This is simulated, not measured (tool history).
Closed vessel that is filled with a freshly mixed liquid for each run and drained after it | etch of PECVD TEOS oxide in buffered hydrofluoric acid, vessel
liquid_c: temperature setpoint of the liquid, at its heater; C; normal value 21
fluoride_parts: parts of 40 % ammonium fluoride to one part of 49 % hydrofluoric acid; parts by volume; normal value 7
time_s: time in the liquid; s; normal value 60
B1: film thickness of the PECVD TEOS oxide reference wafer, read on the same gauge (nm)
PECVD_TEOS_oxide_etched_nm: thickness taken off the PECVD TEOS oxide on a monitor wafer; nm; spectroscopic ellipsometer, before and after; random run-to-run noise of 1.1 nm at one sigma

run 1 day=0 | liquid_c=19.5 fluoride_parts=7 time_s=60 | B1=59.98 | PECVD_TEOS_oxide_etched_nm=162.45
run 2 day=3.912 | liquid_c=19.5 fluoride_parts=7 time_s=60 | B1=59.97 | PECVD_TEOS_oxide_etched_nm=165.57
-- day=7.188 gauge calibrated
run 3 day=7.858 | liquid_c=19.5 fluoride_parts=7 time_s=60 | B1=59.98 | PECVD_TEOS_oxide_etched_nm=167.76
run 4 day=11.204 | liquid_c=22 fluoride_parts=8 time_s=60 | B1=59.99 | PECVD_TEOS_oxide_etched_nm=170.51
run 5 day=15.312 | liquid_c=22 fluoride_parts=8 time_s=60 | B1=60.01 | PECVD_TEOS_oxide_etched_nm=171.54
run 6 day=16.967 | liquid_c=22 fluoride_parts=8 time_s=60 | B1=59.97 | PECVD_TEOS_oxide_etched_nm=172.28
run 7 day=21.3 | liquid_c=17.5 fluoride_parts=7 time_s=60 | B1=59.99 | PECVD_TEOS_oxide_etched_nm=155.69
-- day=24.821 hydrofluoric acid flow meter replaced
run 8 day=25.408 | liquid_c=21 fluoride_parts=7 time_s=60 | B1=60 | PECVD_TEOS_oxide_etched_nm=180.32
run 9 day=28.596 | liquid_c=21 fluoride_parts=7 time_s=60 | B1=60.01 | PECVD_TEOS_oxide_etched_nm=181.11
run 10 day=30.246 | liquid_c=21 fluoride_parts=7 time_s=60 | B1=59.96 | PECVD_TEOS_oxide_etched_nm=180.36
run 11 day=32.212 | liquid_c=21 fluoride_parts=7 time_s=60 | B1=60.01 | PECVD_TEOS_oxide_etched_nm=182.21
-- day=38.838 thermometer replaced
run 12 day=44.867 | liquid_c=18.5 fluoride_parts=7 time_s=75 | B1=60 | PECVD_TEOS_oxide_etched_nm=189.32
run 13 day=47.6 | liquid_c=22.5 fluoride_parts=8.5 time_s=80 | B1=60.04 | PECVD_TEOS_oxide_etched_nm=212.41
-- day=51.05 gauge calibrated
run 14 day=51.404 | liquid_c=25 fluoride_parts=7 time_s=35 | B1=60.01 | PECVD_TEOS_oxide_etched_nm=129.43
run 15 day=53.117 | liquid_c=21 fluoride_parts=7 time_s=60 | B1=60.03 | PECVD_TEOS_oxide_etched_nm=180.63
run 16 day=55.671 | liquid_c=18 fluoride_parts=7 time_s=60 | B1=60.02 | PECVD_TEOS_oxide_etched_nm=153.9
run 17 day=59.229 | liquid_c=19.5 fluoride_parts=5.5 time_s=50 | B1=59.98 | PECVD_TEOS_oxide_etched_nm=176.08
run 18 day=62.704 | liquid_c=24 fluoride_parts=7 time_s=60 | B1=59.98 | PECVD_TEOS_oxide_etched_nm=220.02
run 19 day=64.217 | liquid_c=17 fluoride_parts=7 time_s=60 | B1=59.99 | PECVD_TEOS_oxide_etched_nm=148.36
-- day=69.612 hydrofluoric acid flow meter replaced
run 20 day=73.321 | liquid_c=21 fluoride_parts=8.5 time_s=50 | B1=59.99 | PECVD_TEOS_oxide_etched_nm=122.47
run 21 day=76.646 | liquid_c=24 fluoride_parts=7 time_s=60 | B1=59.96 | PECVD_TEOS_oxide_etched_nm=213.92

Below are 5 alternative next runs, each starting from the tool's condition after run 21. Predict each:
run A day=76.675 | liquid_c=21 fluoride_parts=9 time_s=60 | B1=? | PECVD_TEOS_oxide_etched_nm=?
run B day=76.675 | liquid_c=18 fluoride_parts=7 time_s=95 | B1=? | PECVD_TEOS_oxide_etched_nm=?
run C day=76.675 | liquid_c=21 fluoride_parts=7 time_s=75 | B1=? | PECVD_TEOS_oxide_etched_nm=?
run D day=76.675 | liquid_c=22.5 fluoride_parts=9 time_s=45 | B1=? | PECVD_TEOS_oxide_etched_nm=?
run E day=76.675 | liquid_c=25 fluoride_parts=5.5 time_s=60 | B1=? | PECVD_TEOS_oxide_etched_nm=?

run=A B1=60.01 PECVD_TEOS_oxide_etched_nm=139.75
run=B B1=60.01 PECVD_TEOS_oxide_etched_nm=244.33
run=C B1=60.01 PECVD_TEOS_oxide_etched_nm=227.93
run=D B1=60.01 PECVD_TEOS_oxide_etched_nm=113.8
run=E B1=60.01 PECVD_TEOS_oxide_etched_nm=278.59
The same runs, with their run-to-run variation unchanged, on a tool lacking any hidden condition would have given:
run=A PECVD_TEOS_oxide_etched_nm=126.54
run=B PECVD_TEOS_oxide_etched_nm=222.27
run=C PECVD_TEOS_oxide_etched_nm=207.65
run=D PECVD_TEOS_oxide_etched_nm=103.12
run=E PECVD_TEOS_oxide_etched_nm=254.46

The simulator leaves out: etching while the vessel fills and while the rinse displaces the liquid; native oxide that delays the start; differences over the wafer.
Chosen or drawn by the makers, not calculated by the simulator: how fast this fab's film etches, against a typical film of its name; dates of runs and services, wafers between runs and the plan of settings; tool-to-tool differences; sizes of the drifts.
